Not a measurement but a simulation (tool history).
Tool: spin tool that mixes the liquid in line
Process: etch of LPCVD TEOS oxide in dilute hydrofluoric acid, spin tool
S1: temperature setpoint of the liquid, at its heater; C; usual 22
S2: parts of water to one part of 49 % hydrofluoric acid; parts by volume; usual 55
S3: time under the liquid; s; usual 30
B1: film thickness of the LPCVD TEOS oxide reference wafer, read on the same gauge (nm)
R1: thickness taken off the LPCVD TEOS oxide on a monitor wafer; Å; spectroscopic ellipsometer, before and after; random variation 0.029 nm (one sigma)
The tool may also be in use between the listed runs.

run    hour    S1  S2  S3      B1     R1
  1       0    22  35  30  130.01  146.2
  2    83.5    22  35  30  129.99  146.6
  3   127.7    22  55  30  129.99   90.8
  4     216    22  55  30  130.01   89.9
  5   276.5    22  55  30     130   89.8
  6   315.6    22  55  30     130   90.2
  7   421.3    22  55  30  129.99   89.3
  8   461.2    22  55  30     130   89.4
      497.5  -- gauge calibrated
  9   525.5    22  55  30  129.98   89.2
 10     584    22  55  30  130.01   89.3
 11   660.4    18  40  30  129.98  106.1
 12   842.1    22  55  30  130.01   88.8
 13   887.9  19.5  75  30     130   57.3
 14     937    24  80  40     130   85.5
 15  1016.7    22  40  20  129.99   82.7
     1033.1  -- hydrofluoric acid flow meter replaced
 16  1114.8  17.5  75  40  130.01   72.2
 17  1189.2  19.5  55  15  129.98   40.9
     1233.8  -- thermometer replaced
 18    1264  17.5  30  20  129.99   94.7
 19    1369    22  30  15  130.01   85.7
 20  1464.7    17  45  45  130.01  136.1
 21  1532.7  18.5  55  30  130.01   78.2
 22  1580.4  18.5  55  30  129.99   77.9
 23  1682.6    22  55  45  130.01  135.7
 24  1959.6  20.5  55  45  130.02  126.8
 25  2016.2    22  45  30     130  110.6
 26  2074.3    25  30  45     130  288.5
 27  2169.3    22  55  50  130.01    149
 28  2254.7    22  55  30     130   89.4
 29  2335.3    22  65  20     130   49.5
 30  2414.4    17  55  30  130.01   71.7
 31  2508.3    22  55  30  130.03   88.9
     2525.8  -- thermometer replaced
 32  2584.1  24.5  55  30  129.99   98.3
 33  2625.3    22  55  30  130.02   89.4
     2632.1  -- gauge calibrated
 34  2715.1    22  70  30  130.01     68

Some steps in R1 between neighbouring runs. How much of each would the tool show without its hidden state too (settings, what came in, random variation), and how much is left for the hidden state, with any gauge scatter that isn't in both results?
The hidden state here: liquid colder than its thermometer reads (K); hydrofluoric acid flow below the setpoint (%); gauge reads high (%).
Run 15 -> 16: S1 22 -> 17.5, S2 40 -> 75, S3 20 -> 40, hydrofluoric acid flow meter replaced. R1 -10.5 Å: hidden state +2.5, all else -13.
Run 25 -> 26: S1 22 -> 25, S2 45 -> 30, S3 30 -> 45. R1 +177.9 Å: hidden state -3.9, all else +181.8.
Run 26 -> 27: S1 25 -> 22, S2 30 -> 55, S3 45 -> 50. R1 -139.5 Å: hidden state +2.6, all else -142.1.
Run 27 -> 28: S3 50 -> 30. R1 -59.6 Å: hidden state +1.3, all else -60.9.
